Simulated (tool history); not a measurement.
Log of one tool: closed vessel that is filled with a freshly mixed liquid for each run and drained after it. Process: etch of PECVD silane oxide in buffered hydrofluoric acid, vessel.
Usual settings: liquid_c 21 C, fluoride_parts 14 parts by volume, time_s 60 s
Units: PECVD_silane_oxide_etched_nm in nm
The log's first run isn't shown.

| run | hour | liquid_c | fluoride_parts | time_s | wafers since the last listed run | hours since the thermometer was replaced | hours since the hydrofluoric acid flow meter was replaced | hours since the gauge calibration | read-back film thickness of the PECVD silane oxide reference wafer, read on the same gauge (nm) | PECVD_silane_oxide_etched_nm |
|---|---|---|---|---|---|---|---|---|---|---|
| 2 | 90.8 | 21 | 16.5 | 60 | 11653 | 1088.8 | 1385.8 | 840.6 | 60.01 | 128.49 |
| 3 | 180.9 | 21 | 14 | 45 | 11563 | 1178.9 | 1475.9 | 930.7 | 59.96 | 115.78 |
|  | 218 | thermometer replaced |
| 4 | 224.2 | 21 | 14 | 45 | 5428 | 6.2 | 1519.2 | 974 | 59.97 | 105.66 |
| 5 | 275.9 | 21 | 14 | 45 | 6635 | 57.9 | 1570.9 | 1025.7 | 60.02 | 106.46 |
| 6 | 381.1 | 18 | 17 | 60 | 13501 | 163.1 | 1676.1 | 1130.9 | 60 | 97.79 |
| 7 | 484.5 | 18 | 17 | 60 | 13270 | 266.5 | 1779.5 | 1234.3 | 60.02 | 100.63 |
| 8 | 574.7 | 18 | 17 | 60 | 11576 | 356.7 | 1869.7 | 1324.5 | 60.02 | 103.36 |
| 9 | 652.7 | 21 | 14 | 60 | 10010 | 434.7 | 1947.7 | 1402.5 | 59.98 | 146.4 |
| 10 | 698.7 | 21 | 14 | 60 | 5903 | 480.7 | 1993.7 | 1448.5 | 60.03 | 146.27 |
|  | 712 | hydrofluoric acid flow meter replaced |
| 11 | 789.8 | 17.5 | 14 | 60 | 11563 | 571.8 | 77.8 | 1539.6 | 59.99 | 120.77 |
| 12 | 874.8 | 17.5 | 14 | 60 | 10909 | 656.8 | 162.8 | 1624.6 | 60 | 122.1 |
| 13 | 945.2 | 17.5 | 14 | 60 | 9035 | 727.2 | 233.2 | 1695 | 60 | 122.45 |
| 14 | 1053.8 | 25 | 10 | 60 | 13937 | 835.8 | 341.8 | 1803.6 | 60.02 | 258.6 |
| 15 | 1114.8 | 18.5 | 17 | 35 | 7828 | 896.8 | 402.8 | 1864.6 | 59.99 | 62.7 |
| 16 | 1158.2 | 21 | 14 | 60 | 5570 | 940.2 | 446.2 | 1908 | 60.02 | 153.71 |
| 17 | 1227.8 | 23 | 18.5 | 80 | 8932 | 1009.8 | 515.8 | 1977.6 | 60.01 | 172.19 |
| 18 | 1311.6 | 19 | 14 | 70 | 10755 | 1093.6 | 599.6 | 2061.4 | 59.96 | 161.59 |
| 19 | 1375.4 | 21 | 14 | 60 | 8188 | 1157.4 | 663.4 | 2125.2 | 59.99 | 152.2 |

Forecast run 20:
| 20 | 1474.4 | 18 | 17 | 60 | 12705 | 1256.4 | 762.4 | 2224.2 | ? | ? |

{"run 20": {"read-back film thickness of the PECVD silane oxide reference wafer, read on the same gauge (nm)": 60.02, "PECVD_silane_oxide_etched_nm": 108.92}}
Without the tool's hidden state the same run would have given PECVD_silane_oxide_etched_nm 97.67 nm.
